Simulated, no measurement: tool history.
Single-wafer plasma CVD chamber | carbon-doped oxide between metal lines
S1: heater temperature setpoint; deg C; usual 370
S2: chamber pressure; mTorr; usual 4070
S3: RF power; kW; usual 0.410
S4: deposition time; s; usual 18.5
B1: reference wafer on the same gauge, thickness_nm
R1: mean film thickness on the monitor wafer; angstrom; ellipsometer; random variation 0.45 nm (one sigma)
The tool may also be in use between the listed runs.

| run | hour | S1 | S2 | S3 | S4 | B1 | R1 |
|---|---|---|---|---|---|---|---|
| 1 | 0.0 | 370 | 4070 | 0.410 | 18.5 | 96.969 | 793.05 |
| 2 | 73.5 | 370 | 4070 | 0.410 | 16.9 | 97.030 | 722.85 |
|  | 112.9 | thermocouple changed; heater temperature recalibrated |
| 3 | 179.4 | 362 | 4070 | 0.410 | 18.5 | 96.833 | 803.00 |
| 4 | 236.5 | 362 | 4070 | 0.410 | 18.5 | 96.880 | 805.61 |
| 5 | 329.0 | 362 | 4070 | 0.410 | 18.5 | 97.003 | 799.69 |
| 6 | 382.5 | 362 | 4070 | 0.410 | 18.5 | 96.906 | 795.24 |
| 7 | 489.8 | 358 | 4650 | 0.445 | 15.7 | 96.954 | 727.40 |
| 8 | 556.0 | 360 | 4430 | 0.455 | 18.5 | 96.784 | 858.13 |
| 9 | 603.8 | 370 | 3400 | 0.410 | 18.5 | 96.890 | 754.08 |
| 10 | 684.4 | 366 | 4510 | 0.490 | 16.1 | 96.980 | 773.01 |
| 11 | 747.4 | 370 | 4070 | 0.370 | 19.5 | 96.902 | 748.77 |
|  | 765.8 | RF generator calibrated |
|  | 843.9 | capacitance manometer re-zeroed and calibrated |
| 12 | 851.0 | 370 | 4070 | 0.465 | 18.5 | 96.817 | 879.45 |
|  | 885.0 | showerhead replaced |
| 13 | 957.2 | 379 | 4070 | 0.350 | 21.6 | 96.972 | 834.55 |
|  | 1002.7 | thermocouple changed; heater temperature recalibrated |
| 14 | 1014.3 | 370 | 4070 | 0.410 | 18.5 | 96.791 | 811.19 |
| 15 | 1057.4 | 370 | 3700 | 0.410 | 21.4 | 96.844 | 924.66 |
| 16 | 1128.1 | 370 | 4070 | 0.345 | 21.5 | 97.018 | 837.08 |
|  | 1221.3 | gauge calibrated |
| 17 | 1225.5 | 370 | 4070 | 0.410 | 18.5 | 97.028 | 813.70 |
| 18 | 1320.1 | 360 | 3390 | 0.350 | 15.3 | 96.950 | 599.61 |
| 19 | 1391.1 | 370 | 4070 | 0.410 | 18.5 | 96.902 | 810.47 |
| 20 | 1490.3 | 375 | 4630 | 0.410 | 18.5 | 96.889 | 812.85 |
| 21 | 1586.2 | 370 | 4070 | 0.410 | 21.9 | 96.779 | 943.97 |
| 22 | 1635.5 | 370 | 4730 | 0.410 | 18.5 | 96.760 | 814.17 |
| 23 | 1683.2 | 370 | 4070 | 0.380 | 18.5 | 96.917 | 761.02 |
| 24 | 1771.1 | 378 | 5040 | 0.375 | 18.5 | 96.965 | 762.87 |
| 25 | 1876.6 | 378 | 3460 | 0.335 | 16.8 | 96.759 | 605.60 |
|  | 1937.3 | thermocouple changed; heater temperature recalibrated |
| 26 | 1947.9 | 370 | 4070 | 0.410 | 18.5 | 96.861 | 780.88 |
| 27 | 1998.6 | 370 | 5070 | 0.450 | 20.4 | 96.898 | 943.68 |
| 28 | 2068.8 | 370 | 3150 | 0.410 | 15.6 | 96.907 | 634.18 |
| 29 | 2292.1 | 364 | 4440 | 0.460 | 18.5 | 96.980 | 848.34 |

Hidden state or all else? Some run-to-run changes of R1, split into what the settings, what came in and random variation would give without the hidden state, and what is left for the hidden state (with any gauge scatter that isn't in both results):
The hidden state here: wafer temperature above the value expected at the setpoint (K); delivered RF power above the setpoint (%); true pressure above the setpoint (%); gauge reads high (%).
Run 11 -> 12: S3 0.370 -> 0.465, S4 19.5 -> 18.5, RF generator calibrated, capacitance manometer re-zeroed and calibrated. R1 +130.68 angstrom: hidden state +51.36, all else +79.32.
Run 27 -> 28: S2 5070 -> 3150, S3 0.450 -> 0.410, S4 20.4 -> 15.6. R1 -309.50 angstrom: hidden state +10.20, all else -319.70.
Run 28 -> 29: S1 370 -> 364, S2 3150 -> 4440, S3 0.410 -> 0.460, S4 15.6 -> 18.5. R1 +214.16 angstrom: hidden state -24.82, all else +238.98.
